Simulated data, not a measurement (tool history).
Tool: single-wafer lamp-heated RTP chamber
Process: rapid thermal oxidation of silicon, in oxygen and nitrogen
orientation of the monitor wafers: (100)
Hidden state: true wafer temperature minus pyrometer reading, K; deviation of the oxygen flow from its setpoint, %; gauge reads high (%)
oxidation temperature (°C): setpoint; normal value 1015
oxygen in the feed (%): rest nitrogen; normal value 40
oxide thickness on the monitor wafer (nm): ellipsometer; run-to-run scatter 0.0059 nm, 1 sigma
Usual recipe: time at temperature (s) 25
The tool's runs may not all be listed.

| run | day | oxidation temperature (°C) | time at temperature (s) | oxygen in the feed (%) | wafers since the last listed run | wafers since the last pyrometer calibration | hours since the oxygen flow controller was replaced | hours since the gauge calibration | read-back reference wafer on the same gauge, thickness | oxide thickness on the monitor wafer (nm) |
|---|---|---|---|---|---|---|---|---|---|---|
| 1 | 0 | 1015 | 25 | 26 | 0 | 722 | 2010.5 | 483.8 | 3.831 | 3.196 |
| 2 | 2.071 | 1015 | 25 | 26 | 545 | 1267 | 2060.2 | 533.5 | 3.828 | 3.202 |
| 3 | 4.429 | 1024 | 25 | 40 | 620 | 1888 | 2116.8 | 590.1 | 3.833 | 3.8 |
| 4 | 5.825 | 1024 | 25 | 40 | 367 | 2255 | 2150.3 | 623.6 | 3.832 | 3.8 |
| 5 | 7.504 | 1024 | 25 | 40 | 442 | 2698 | 2190.6 | 663.9 | 3.831 | 3.811 |
| 6 | 9.096 | 1015 | 25 | 40 | 419 | 3117 | 2228.8 | 702.1 | 3.829 | 3.61 |
|  | 10.788 | pyrometer window cleaned and pyrometer calibrated |
| 7 | 10.808 | 1015 | 25 | 40 | 363 | 4 | 2269.9 | 743.2 | 3.829 | 3.547 |
| 8 | 12.133 | 1036 | 25 | 40 | 348 | 353 | 2301.7 | 775 | 3.832 | 4.027 |
| 9 | 15.188 | 1036 | 25 | 40 | 804 | 1157 | 2375 | 848.3 | 3.83 | 4.047 |
|  | 15.283 | gauge calibrated |
|  | 23.279 | pyrometer window cleaned and pyrometer calibrated |
| 10 | 23.362 | 1036 | 25 | 40 | 2064 | 22 | 2571.2 | 193.9 | 3.832 | 3.993 |
|  | 24.092 | oxygen flow controller replaced |
| 11 | 25.596 | 1015 | 17 | 40 | 500 | 522 | 36.1 | 247.5 | 3.829 | 3.181 |
| 12 | 32.762 | 1015 | 17 | 40 | 1886 | 2409 | 208.1 | 419.5 | 3.829 | 3.207 |
|  | 33.95 | pyrometer window cleaned and pyrometer calibrated |
| 13 | 35.554 | 1015 | 17 | 40 | 647 | 422 | 275.1 | 486.5 | 3.832 | 3.165 |
| 14 | 36.946 | 988 | 25 | 32 | 366 | 788 | 308.5 | 519.9 | 3.828 | 2.96 |
| 15 | 38.742 | 1033 | 36 | 28 | 472 | 1261 | 351.6 | 563 | 3.83 | 4.158 |

For run 16, what comes out?
| 16 | 41.592 | 1015 | 17 | 40 | 750 | 2011 | 420 | 631.4 | ? | ? |

read-back reference wafer on the same gauge, thickness: 3.83
oxide thickness on the monitor wafer (nm): 3.189
Minus the tool's unlogged condition, the same run would have read oxide thickness on the monitor wafer (nm) 3.142.
